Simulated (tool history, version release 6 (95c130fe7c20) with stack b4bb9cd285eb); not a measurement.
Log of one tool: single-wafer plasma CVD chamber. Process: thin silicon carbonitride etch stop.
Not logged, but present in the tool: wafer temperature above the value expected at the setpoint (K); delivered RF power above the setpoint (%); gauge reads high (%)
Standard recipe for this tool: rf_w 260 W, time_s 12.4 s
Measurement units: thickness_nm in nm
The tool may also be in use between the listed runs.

run     day  rf_w  time_s  wafers since the last listed run  hours since the last thermocouple change  hours since the last RF generator calibration  hours since the showerhead was replaced  hours since the gauge calibration  read-back reference wafer on the same gauge, thickness_nm  thickness_nm
  1       0   290    14.3                                 0                                    1290.6                                          491.8                                   4000.9                              249.2                                                      7.268         9.403
  2   2.592   290    14.3                              1069                                    1352.8                                            554                                   4063.1                              311.4                                                      7.261         9.345
  3   4.979   290    14.3                               985                                    1410.1                                          611.3                                   4120.4                              368.7                                                      7.252         9.324
      5.579  -- gauge calibrated
  4   7.838   300    14.1                              1179                                    1478.7                                          679.9                                     4189                               54.2                                                      7.257         9.278
  5  10.233   220    10.5                               988                                    1536.2                                          737.4                                   4246.5                              111.7                                                      7.262         6.321
  6  11.729   220    10.5                               617                                    1572.1                                          773.3                                   4282.4                              147.6                                                      7.262         6.315
     12.312  -- showerhead replaced
     12.988  -- thermocouple changed; heater temperature recalibrated
  7  14.612   220    10.5                               914                                        39                                          842.5                                     55.2                              216.8                                                      7.257         6.308
  8  15.838   235    12.4                               505                                      68.4                                          871.9                                     84.6                              246.2                                                      7.248         7.475
     17.117  -- RF generator calibrated
  9   18.25   260      10                               857                                     126.3                                           27.2                                    142.5                              304.1                                                      7.262         6.378
 10  20.271   230    11.5                               833                                     174.8                                           75.7                                      191                              352.6                                                      7.259         7.106

Run 11 is up next; what results do you expect?
     21.558  -- gauge calibrated
 11  22.129   260    12.4                               766                                     219.4                                          120.3                                    235.6                               13.7                                                          ?             ?

For run 11 the tool returned read-back reference wafer on the same gauge, thickness_nm 7.265, thickness_nm 7.896 nm.
The same run, on a tool lacking any hidden state, would have yielded thickness_nm 7.918 nm.
